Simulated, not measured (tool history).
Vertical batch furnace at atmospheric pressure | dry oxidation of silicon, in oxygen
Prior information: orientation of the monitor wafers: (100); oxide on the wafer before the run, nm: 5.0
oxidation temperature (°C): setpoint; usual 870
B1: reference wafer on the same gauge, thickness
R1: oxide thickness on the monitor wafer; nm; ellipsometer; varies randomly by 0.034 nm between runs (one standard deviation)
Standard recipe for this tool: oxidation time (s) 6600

Run 1, hour 0.0: usual settings but oxidation time (s) 5310; B1 19.97. Result: R1 19.82 nm.
Run 2, hour 19.8: usual settings but oxidation time (s) 5310; B1 20.00. Result: R1 19.83 nm.
Run 3, hour 32.1: usual settings; B1 20.00. Result: R1 22.44 nm.
Run 4, hour 41.5: usual settings; B1 20.01. Result: R1 22.45 nm.
Run 5, hour 61.5: usual settings; B1 20.03. Result: R1 22.42 nm.
Run 6, hour 81.2: usual settings but oxidation temperature (°C) 881; B1 20.04. Result: R1 24.98 nm.
At hour 119.9: thermocouples replaced and temperature profile calibrated.
Run 7, hour 121.8: usual settings but oxidation temperature (°C) 881; B1 20.08. Result: R1 25.04 nm.
Run 8, hour 144.8: usual settings but oxidation temperature (°C) 861, oxidation time (s) 4830; B1 20.09. Result: R1 17.33 nm.
At hour 156.3: gauge calibrated.
Run 9, hour 158.2: usual settings but oxidation temperature (°C) 887; B1 19.90. Result: R1 26.24 nm.
Run 10, hour 174.1: usual settings but oxidation temperature (°C) 887; B1 19.91. Result: R1 26.25 nm.
Run 11, hour 194.6: usual settings but oxidation temperature (°C) 860, oxidation time (s) 5190; B1 19.94. Result: R1 17.76 nm.
Run 12, hour 206.2: usual settings but oxidation temperature (°C) 855, oxidation time (s) 9090; B1 19.95. Result: R1 23.41 nm.
Run 13, hour 218.3: usual settings but oxidation temperature (°C) 888, oxidation time (s) 4170; B1 19.95. Result: R1 20.29 nm.
At hour 248.0: boat lift adjusted.
Run 14, hour 248.5: usual settings; B1 19.97. Result: R1 22.47 nm.
Run 15, hour 253.9: usual settings; B1 19.98. Result: R1 22.38 nm.
Run 16, hour 259.9: usual settings but oxidation temperature (°C) 847, oxidation time (s) 4080; B1 19.98. Result: R1 13.91 nm.
Run 17, hour 276.4: usual settings but oxidation temperature (°C) 895; B1 20.00. Result: R1 28.33 nm.
Run 18, hour 325.0: usual settings but oxidation temperature (°C) 848, oxidation time (s) 9480; B1 20.03. Result: R1 22.44 nm.
Run 19, hour 334.6: usual settings but oxidation time (s) 7440; B1 20.05. Result: R1 24.07 nm.
Run 20, hour 349.7: usual settings but oxidation temperature (°C) 885, oxidation time (s) 8040; B1 20.05. Result: R1 29.26 nm.

Each run again, without the hidden state but with its own random variation kept:
Hidden state present: true tube temperature minus thermocouple reading, K; monitor wafer colder than the profiled boat position, K; gauge reads high (%).
run     R1
  1  19.74
  2  19.73
  3  22.32
  4  22.32
  5  22.27
  6  24.80
  7  24.83
  8  17.16
  9  26.24
 10  26.24
 11  17.74
 12  23.36
 13  20.24
 14  22.38
 15  22.29
 16  13.86
 17  28.20
 18  22.29
 19  23.90
 20  29.04
